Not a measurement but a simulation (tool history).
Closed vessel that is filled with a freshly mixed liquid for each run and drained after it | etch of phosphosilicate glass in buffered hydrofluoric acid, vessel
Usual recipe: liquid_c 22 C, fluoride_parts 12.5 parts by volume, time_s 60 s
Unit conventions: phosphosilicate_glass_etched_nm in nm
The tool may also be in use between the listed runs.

run	hour	liquid_c	fluoride_parts	time_s	read-back film thickness of the phosphosilicate glass reference wafer, read on the same gauge (nm)	phosphosilicate_glass_etched_nm
1	0	23.5	12.5	60	110.02	167.24
2	52.3	23.5	12.5	60	109.99	168.71
3	93.3	22	12.5	60	110	152.75
4	140.8	22	12.5	60	110.01	154.73
5	167	22	12.5	60	110.01	154.8
6	218	22	12.5	50	110.04	127.47
7	258.6	22	12.5	50	109.99	127.54
# hour 268.1: gauge calibrated
8	298.5	22	12.5	50	109.96	127.42
# hour 319.9: hydrofluoric acid flow meter replaced
9	347.8	22	12.5	70	110.03	184.75
10	408.3	22	12.5	70	109.99	188.09
# hour 461.7: thermometer replaced
11	468.3	22	12.5	70	110	186.45
12	509.4	22	12.5	60	110	158
13	534.9	20.5	12.5	45	110.04	110.01
14	570.4	26.5	17.5	50	110	123.36
15	680	24	11	50	110	165.13
16	740.1	19	12.5	60	109.98	133.74
17	787.8	22	12.5	35	110.01	92.74
18	836.3	22	12.5	40	109.96	105.12
19	900.7	22	12.5	85	109.99	223.04
20	936.9	22	15	70	110.05	152.5
21	984.6	22	12.5	60	109.98	157.53
22	1010.3	26.5	15	60	109.98	168.69
23	1069.4	17	14	75	110.04	133.97
24	1111.7	23.5	12.5	85	110.01	244.41
25	1148.1	19.5	8	75	110.06	258.66
26	1313.2	22	17.5	30	110	55.52
27	1373.7	24.5	12.5	60	109.99	175.91
28	1420.7	22	12.5	50	110.03	128.97
29	1470.8	22	12.5	60	110.03	156.27
30	1500.4	27	12.5	45	109.97	154.79
31	1527.3	27	12.5	45	110	151.63

Subtracting, for every run, the result it would have given without the tool's unlogged condition from the measured result gives the following. The same run-to-run variation enters both numbers; the gauge's scatter may not:
Hidden state at play: liquid hotter than its thermometer reads (K); hydrofluoric acid flow below the setpoint (%); gauge reads high (%).
run	phosphosilicate_glass_etched_nm
1	-6.51
2	-6.8
3	-6.33
4	-6.61
5	-6.73
6	-5.72
7	-5.87
8	-6.01
9	-2.03
10	-2.36
11	-2.63
12	-2.39
13	-1.74
14	-2.07
15	-3.22
16	-2.83
17	-2.08
18	-2.49
19	-5.67
20	-4.04
21	-4.36
22	-4.79
23	-4.02
24	-7.6
25	-9.19
26	-2.04
27	-6.7
28	-5.08
29	-6.38
30	-6.43
31	-6.41

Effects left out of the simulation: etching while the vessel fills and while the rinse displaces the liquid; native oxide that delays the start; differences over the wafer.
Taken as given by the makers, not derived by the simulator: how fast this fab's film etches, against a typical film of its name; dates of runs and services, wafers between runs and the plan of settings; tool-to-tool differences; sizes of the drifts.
